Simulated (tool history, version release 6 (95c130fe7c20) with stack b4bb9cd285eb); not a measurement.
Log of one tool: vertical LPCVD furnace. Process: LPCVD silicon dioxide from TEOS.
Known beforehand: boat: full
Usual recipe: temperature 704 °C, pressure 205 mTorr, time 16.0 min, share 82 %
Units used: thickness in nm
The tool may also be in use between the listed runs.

| run | day | temperature | pressure | time | share | wafers since the last listed run | hours since the last temperature calibration | hours since the pressure gauge was zeroed | hours since the TEOS flow controller was replaced | hours since the gauge calibration | read-back reference wafer on the same gauge, thickness | thickness |
|---|---|---|---|---|---|---|---|---|---|---|---|---|
| 1 | 0.000 | 704 | 205 | 16.0 | 82 | 0 | 2029.2 | 3695.0 | 6321.7 | 188.1 | 106.87 | 122.91 |
| 2 | 1.829 | 704 | 205 | 16.0 | 82 | 968 | 2073.1 | 3738.9 | 6365.6 | 232.0 | 107.04 | 124.41 |
| 3 | 4.729 | 704 | 205 | 16.0 | 82 | 1534 | 2142.7 | 3808.5 | 6435.2 | 301.6 | 107.09 | 123.19 |
| 4 | 6.775 | 704 | 205 | 16.0 | 82 | 1082 | 2191.8 | 3857.6 | 6484.3 | 350.7 | 106.87 | 123.72 |
| 5 | 9.158 | 698 | 205 | 16.0 | 82 | 1261 | 2249.0 | 3914.8 | 6541.5 | 407.9 | 107.06 | 107.64 |
| 6 | 11.942 | 704 | 205 | 16.0 | 82 | 1473 | 2315.8 | 3981.6 | 6608.3 | 474.7 | 107.10 | 124.65 |
| 7 | 12.958 | 704 | 205 | 16.0 | 82 | 538 | 2340.2 | 4006.0 | 6632.7 | 499.1 | 106.84 | 124.06 |
| 8 | 15.471 | 704 | 205 | 16.0 | 82 | 1329 | 2400.5 | 4066.3 | 6693.0 | 559.4 | 106.90 | 124.17 |
| 9 | 18.383 | 704 | 205 | 16.0 | 82 | 1541 | 2470.4 | 4136.2 | 6762.9 | 629.3 | 106.94 | 123.17 |
| 10 | 20.700 | 704 | 205 | 16.0 | 82 | 1226 | 2526.0 | 4191.8 | 6818.5 | 684.9 | 106.95 | 123.78 |
| 11 | 23.512 | 704 | 235 | 16.0 | 82 | 1488 | 2593.5 | 4259.3 | 6886.0 | 752.4 | 107.15 | 133.64 |
|  | 24.121 | gauge calibrated |
|  | 24.762 | thermocouples replaced and temperature profile calibrated |
| 12 | 26.512 | 704 | 205 | 16.0 | 82 | 1058 | 42.0 | 4331.3 | 6958.0 | 57.4 | 106.92 | 130.00 |
| 13 | 27.762 | 695 | 205 | 16.0 | 74 | 661 | 72.0 | 4361.3 | 6988.0 | 87.4 | 107.18 | 99.35 |
| 14 | 30.150 | 713 | 225 | 12.5 | 94 | 1263 | 129.3 | 4418.6 | 7045.3 | 144.7 | 106.75 | 138.97 |
| 15 | 31.496 | 701 | 205 | 16.0 | 82 | 712 | 161.6 | 4450.9 | 7077.6 | 177.0 | 107.05 | 121.99 |
|  | 32.733 | TEOS flow controller replaced |
|  | 33.150 | pressure gauge zeroed |
|  | 34.325 | thermocouples replaced and temperature profile calibrated, repeated, since the last time left the tool worse |
| 16 | 34.346 | 714 | 225 | 11.5 | 92 | 228 | 0.5 | 28.7 | 38.7 | 245.4 | 106.94 | 116.34 |
| 17 | 35.742 | 694 | 205 | 16.0 | 97 | 738 | 34.0 | 62.2 | 72.2 | 278.9 | 107.12 | 101.09 |
| 18 | 36.883 | 712 | 180 | 10.5 | 70 | 604 | 61.4 | 89.6 | 99.6 | 306.3 | 106.89 | 80.55 |
| 19 | 39.712 | 704 | 245 | 16.0 | 96 | 1497 | 129.3 | 157.5 | 167.5 | 374.2 | 107.03 | 140.45 |
| 20 | 41.429 | 704 | 220 | 16.0 | 82 | 908 | 170.5 | 198.7 | 208.7 | 415.4 | 107.15 | 122.96 |
| 21 | 43.829 | 704 | 205 | 16.0 | 82 | 1270 | 228.1 | 256.3 | 266.3 | 473.0 | 107.04 | 120.00 |
| 22 | 46.729 | 697 | 205 | 16.0 | 91 | 1534 | 297.7 | 325.9 | 335.9 | 542.6 | 106.93 | 106.89 |

Across each entry between runs, compare the hidden state at the last listed run before it with the hidden state at the first listed run after it:
From run 11 to run 12: gauge calibrated (day 24.121); thermocouples replaced and temperature profile calibrated (day 24.762)
  true tube temperature minus thermocouple reading, K: 2.91 -> 4.68
  difference, measured minus the result without the unlogged condition, thickness: +8.65 -> +13.25 nm
From run 15 to run 16: TEOS flow controller replaced (day 32.733); pressure gauge zeroed (day 33.150); thermocouples replaced and temperature profile calibrated, repeated, since the last time left the tool worse (day 34.325)
  true tube temperature minus thermocouple reading, K: 5.04 -> 0.457
  difference, measured minus the result without the unlogged condition, thickness: +13.39 -> +1.19 nm
